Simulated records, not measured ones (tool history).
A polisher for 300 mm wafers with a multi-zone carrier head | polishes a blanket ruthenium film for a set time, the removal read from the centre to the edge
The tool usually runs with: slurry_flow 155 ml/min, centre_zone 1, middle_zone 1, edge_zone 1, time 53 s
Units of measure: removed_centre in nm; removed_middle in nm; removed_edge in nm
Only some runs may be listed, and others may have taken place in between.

run	hour	slurry_flow	centre_zone	middle_zone	edge_zone	time	wafers since the last listed run	wafers polished on this pad	hours since the slurry nozzle was cleaned	hours since the centre zone pressure was calibrated	hours since the edge zone pressure was calibrated	hours since the carrier head's membrane was replaced	incoming thickness of the incoming film, nm	removed_centre	removed_middle	removed_edge
1	0	155	1	0.88	1	53	0	2295	30.5	178.2	53.4	84.2	425.1	55	50.9	56.6
# hour 7.4: worn pad replaced by a new one
2	15.6	155	1	1	1	60	116	81	46.1	193.8	69	99.8	415.2	62.6	64.7	63
3	41.3	180	1.04	1.03	1.06	53	257	338	71.8	219.5	94.7	125.5	425.9	59.1	59.1	58.8
4	55.3	155	0.95	1.05	1	53	140	478	85.8	233.5	108.7	139.5	420.1	52.6	58.3	56.8
5	115.3	155	0.94	1	1	53	600	1079	145.8	293.5	168.7	199.5	413	50.9	57	56.1
6	130.6	155	0.94	1	1	53	153	1232	161.1	308.8	184	214.8	422.6	51	56.7	55.5
7	159.2	115	0.92	0.92	1	67	286	1518	189.7	337.4	212.6	243.4	422.6	61.1	65.4	68.9
8	173.4	155	1	1	1	53	142	1660	203.9	351.6	226.8	257.6	420.9	55.2	57.3	56.5
9	200.2	155	1	1.07	1	43	268	1928	230.7	378.4	253.6	284.4	425.9	43.9	48.2	46
10	223.9	120	1	1.06	0.94	69	237	2165	254.4	402.1	277.3	308.1	415.6	69.1	74.6	67.5
11	238.1	170	0.96	0.94	0.91	53	142	2307	268.6	416.3	291.5	322.3	417.3	53.1	55.2	54.5
12	250.4	155	1	1	1	53	123	2430	280.9	428.6	303.8	334.6	413.5	56	56.6	56.4
# hour 254.8: worn pad replaced by a new one
13	285.4	200	1	0.97	1	62	310	305	315.9	463.6	338.8	369.6	419.8	66.8	66.7	68.4
14	321.1	130	0.97	1.07	1	40	357	662	351.6	499.3	374.5	405.3	417.1	39	44.1	41.8
15	337.7	185	0.93	0.96	1	47	166	828	368.2	515.9	391.1	421.9	423	45.9	49.5	51.3
# hour 364.3: slurry nozzle cleaned
16	364.8	155	1	1	1	53	261	1089	0.5	543	418.2	449	426	54.5	57.2	56.2

Expected results for the next run?
17	399	155	1	1.07	1	64	342	1432	34.7	577.2	452.4	483.2	413.8	?	?	?

Run 17 produced removed_centre 65.6 nm, removed_middle 71 nm, removed_edge 68.1 nm.
On a tool with no hidden condition, and with the same random variation, this run would have come out at removed_centre 65.6 nm, removed_middle 71 nm, removed_edge 68.1 nm.
